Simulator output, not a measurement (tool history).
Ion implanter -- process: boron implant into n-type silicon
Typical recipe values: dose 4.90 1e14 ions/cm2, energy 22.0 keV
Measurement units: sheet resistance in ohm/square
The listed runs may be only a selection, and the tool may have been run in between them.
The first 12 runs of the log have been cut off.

run	hour	dose	energy	wafers since the last listed run	hours since the last dose calibration	hours since the extraction supply was calibrated	hours since the gauge calibration	read-back reference wafer on the same gauge, sheet resistance	sheet resistance
# hour 376.4: extraction supply calibrated
13	376.9	4.90	22.0	476	1884.1	0.5	556.2	233.09	216.61
14	405.7	4.90	22.0	506	1912.9	29.3	585.0	233.08	216.57
15	430.6	4.90	22.0	437	1937.8	54.2	609.9	232.73	216.69
16	455.5	4.90	22.0	437	1962.7	79.1	634.8	232.85	216.60
17	476.8	4.90	22.0	374	1984.0	100.4	656.1	233.02	215.51
# hour 510.1: gauge calibrated
18	526.7	4.90	22.0	877	2033.9	150.3	16.6	233.02	216.44
19	555.8	5.34	22.0	511	2063.0	179.4	45.7	233.03	203.04
20	568.8	5.43	15.0	228	2076.0	192.4	58.7	233.14	206.48
21	593.7	4.90	25.0	437	2100.9	217.3	83.6	232.88	214.67
22	607.3	5.81	26.5	239	2114.5	230.9	97.2	232.98	185.25
23	630.2	3.90	24.0	402	2137.4	253.8	120.1	232.90	257.98
24	659.3	3.66	22.0	511	2166.5	282.9	149.2	233.04	274.94
# hour 674.1: Faraday cup replaced and dose calibrated
25	674.6	4.90	27.0	128	0.5	298.2	164.5	232.95	204.64
26	698.6	4.90	22.0	421	24.5	322.2	188.5	232.95	208.96
27	776.6	5.76	15.0	1371	102.5	400.2	266.5	233.02	189.57
28	792.4	4.90	22.0	277	118.3	416.0	282.3	233.16	208.78
29	820.6	4.19	16.0	495	146.5	444.2	310.5	233.00	245.16
30	833.0	4.90	22.0	218	158.9	456.6	322.9	232.86	209.37

Expected results for the next run?
31	845.8	4.90	22.0	225	171.7	469.4	335.7	?	?

{"run 31": {"read-back reference wafer on the same gauge, sheet resistance": 232.89, "sheet resistance": 209.09}}
Take away the tool's hidden state, keep the run-to-run variation as it was, and the same run would have given sheet resistance 208.73 ohm/square.
